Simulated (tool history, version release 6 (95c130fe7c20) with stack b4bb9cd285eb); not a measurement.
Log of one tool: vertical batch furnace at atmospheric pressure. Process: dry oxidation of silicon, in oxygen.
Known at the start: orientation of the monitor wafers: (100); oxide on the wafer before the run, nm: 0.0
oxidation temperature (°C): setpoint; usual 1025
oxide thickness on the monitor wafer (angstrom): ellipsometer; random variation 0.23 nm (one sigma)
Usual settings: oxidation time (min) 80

| run | day | oxidation temperature (°C) | oxidation time (min) | read-back reference wafer on the same gauge, thickness | oxide thickness on the monitor wafer (angstrom) |
|---|---|---|---|---|---|
| 1 | 0 | 1011 | 80 | 84.57 | 660.4 |
| 2 | 8.825 | 1011 | 80 | 84.55 | 666.7 |
| 3 | 10.042 | 1025 | 53.5 | 84.81 | 581.9 |
| 4 | 11.283 | 1025 | 53.5 | 84.78 | 583.4 |
| 5 | 12.954 | 1025 | 53.5 | 84.84 | 582.4 |
| 6 | 15.071 | 1025 | 57 | 84.9 | 607.5 |
| 7 | 17.954 | 1025 | 57 | 85.18 | 605 |
| 8 | 19.612 | 1025 | 57 | 85.17 | 608.1 |
| 9 | 21.396 | 1025 | 52.5 | 85.22 | 578.9 |
| 10 | 22.542 | 1025 | 48 | 85.34 | 547.5 |
| 11 | 23.788 | 1025 | 48 | 85.38 | 547.9 |
| 12 | 26.104 | 1025 | 48 | 85.51 | 549.5 |
| 13 | 28.021 | 1025 | 80 | 85.68 | 765.2 |
|  | 28.875 | gauge calibrated |
| 14 | 29.354 | 1025 | 80 | 84.11 | 749.8 |
| 15 | 31.288 | 1047 | 93.5 | 84.25 | 1008.4 |
| 16 | 33.704 | 1025 | 80 | 84.24 | 752 |
| 17 | 35.846 | 1047 | 98 | 84.11 | 1039.5 |
| 18 | 37.458 | 1043 | 48.5 | 84.26 | 640.3 |
| 19 | 38.571 | 1013 | 113.5 | 84.24 | 850.7 |
|  | 42.892 | thermocouples replaced and temperature profile calibrated |
| 20 | 45.158 | 1019 | 80 | 84.45 | 710 |
|  | 47 | boat lift adjusted |
| 21 | 47.438 | 1037 | 115 | 84.52 | 1064 |
| 22 | 49.017 | 1012 | 110.5 | 84.62 | 830.6 |
| 23 | 51.892 | 1025 | 50.5 | 84.71 | 558.3 |
| 24 | 53.362 | 1002 | 54 | 84.76 | 471.5 |
| 25 | 54.542 | 1025 | 80 | 84.86 | 762.7 |
| 26 | 57.483 | 1025 | 80 | 85.03 | 757.9 |
| 27 | 59.388 | 1007 | 100.5 | 85.12 | 747.2 |
| 28 | 62.15 | 1025 | 80 | 85.2 | 763.9 |

Forecast each of these 5 alternatives for the next run:
| A | 62.396 | 1025 | 80 | ? | ? |
| B | 62.396 | 1047 | 108.5 | ? | ? |
| C | 62.396 | 1025 | 65.5 | ? | ? |
| D | 62.396 | 1034 | 57.5 | ? | ? |
| E | 62.396 | 1002 | 94.5 | ? | ? |

| run | read-back reference wafer on the same gauge, thickness | oxide thickness on the monitor wafer (angstrom) |
|---|---|---|
| A | 85.29 | 761.9 |
| B | 85.29 | 1125.5 |
| C | 85.29 | 667.7 |
| D | 85.29 | 665.1 |
| E | 85.29 | 687.3 |
Without the tool's hidden state the same runs would have given:
| run | oxide thickness on the monitor wafer (angstrom) |
|---|---|
| A | 752.2 |
| B | 1111.2 |
| C | 659.3 |
| D | 656.6 |
| E | 678.6 |
